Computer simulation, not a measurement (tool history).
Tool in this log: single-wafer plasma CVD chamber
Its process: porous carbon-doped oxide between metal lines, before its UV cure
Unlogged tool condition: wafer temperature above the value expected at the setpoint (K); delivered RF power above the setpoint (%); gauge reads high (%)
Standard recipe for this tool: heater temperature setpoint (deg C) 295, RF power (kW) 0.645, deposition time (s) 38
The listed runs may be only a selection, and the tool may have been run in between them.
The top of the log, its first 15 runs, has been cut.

| run | hour | heater temperature setpoint (deg C) | RF power (kW) | deposition time (s) | wafers since the last listed run | hours since the last thermocouple change | hours since the last RF generator calibration | hours since the showerhead was replaced | hours since the gauge calibration | read-back reference wafer on the same gauge, thickness_nm | mean film thickness on the monitor wafer (nm) |
|---|---|---|---|---|---|---|---|---|---|---|---|
| 16 | 372.3 | 295 | 0.545 | 38 | 146 | 2291.8 | 1330.3 | 8379.7 | 71.1 | 271.855 | 196.791 |
| 17 | 392.9 | 295 | 0.645 | 38 | 249 | 2312.4 | 1350.9 | 8400.3 | 91.7 | 271.852 | 229.387 |
|  | 422 | thermocouple changed; heater temperature recalibrated |
| 18 | 422.5 | 307 | 0.57 | 42.3 | 261 | 0.5 | 1380.5 | 8429.9 | 121.3 | 272.018 | 213.359 |
| 19 | 429.5 | 295 | 0.77 | 41.9 | 84 | 7.5 | 1387.5 | 8436.9 | 128.3 | 271.846 | 295.549 |
|  | 466.9 | RF generator calibrated |
| 20 | 522.3 | 284 | 0.645 | 40.7 | 1027 | 100.3 | 55.4 | 8529.7 | 221.1 | 271.946 | 249.395 |
| 21 | 539.9 | 295 | 0.74 | 31 | 213 | 117.9 | 73 | 8547.3 | 238.7 | 271.863 | 203.731 |
| 22 | 552.4 | 303 | 0.645 | 32.1 | 151 | 130.4 | 85.5 | 8559.8 | 251.2 | 272.061 | 180.071 |
| 23 | 566.7 | 295 | 0.705 | 38 | 173 | 144.7 | 99.8 | 8574.1 | 265.5 | 272.221 | 238.208 |
|  | 588.8 | showerhead replaced |
| 24 | 591.6 | 295 | 0.69 | 42 | 204 | 169.6 | 124.7 | 2.8 | 290.4 | 271.818 | 257.916 |
| 25 | 615.2 | 295 | 0.645 | 38 | 286 | 193.2 | 148.3 | 26.4 | 314 | 271.953 | 218.333 |
|  | 656.2 | RF generator calibrated, repeated, since the last time left the tool worse |
| 26 | 656.7 | 295 | 0.59 | 30.9 | 406 | 234.7 | 0.5 | 67.9 | 355.5 | 271.866 | 179.219 |
| 27 | 689 | 282 | 0.55 | 44 | 391 | 267 | 32.8 | 100.2 | 387.8 | 272.03 | 252.628 |
| 28 | 709.2 | 295 | 0.58 | 45.3 | 244 | 287.2 | 53 | 120.4 | 408 | 272.282 | 254.732 |
| 29 | 740.3 | 295 | 0.645 | 40.1 | 376 | 318.3 | 84.1 | 151.5 | 439.1 | 271.79 | 249.948 |
| 30 | 764.7 | 302 | 0.645 | 38 | 295 | 342.7 | 108.5 | 175.9 | 463.5 | 272.032 | 227.148 |
| 31 | 777 | 299 | 0.52 | 38 | 149 | 355 | 120.8 | 188.2 | 475.8 | 271.861 | 188.847 |
| 32 | 789.5 | 295 | 0.645 | 31.9 | 151 | 367.5 | 133.3 | 200.7 | 488.3 | 271.789 | 200.237 |
| 33 | 824 | 295 | 0.69 | 43.9 | 418 | 402 | 167.8 | 235.2 | 522.8 | 271.884 | 287.804 |
| 34 | 837.3 | 295 | 0.645 | 38 | 161 | 415.3 | 181.1 | 248.5 | 536.1 | 271.916 | 235.942 |

Each row is a separate what-if for the run after 34, all from the same tool condition, not one after another. Results?
| A | 837.7 | 291 | 0.645 | 38 | 4 | 415.7 | 181.5 | 248.9 | 536.5 | ? | ? |
| B | 837.7 | 308 | 0.77 | 38 | 4 | 415.7 | 181.5 | 248.9 | 536.5 | ? | ? |
| C | 837.7 | 304 | 0.735 | 38 | 4 | 415.7 | 181.5 | 248.9 | 536.5 | ? | ? |
| D | 837.7 | 295 | 0.645 | 35.6 | 4 | 415.7 | 181.5 | 248.9 | 536.5 | ? | ? |

| run | read-back reference wafer on the same gauge, thickness_nm | mean film thickness on the monitor wafer (nm) |
|---|---|---|
| A | 271.882 | 240.525 |
| B | 271.882 | 256.905 |
| C | 271.882 | 251.987 |
| D | 271.882 | 221.086 |
Had the tool no hidden state, the same runs would have come out as:
| run | mean film thickness on the monitor wafer (nm) |
|---|---|
| A | 242.407 |
| B | 258.836 |
| C | 253.929 |
| D | 222.816 |
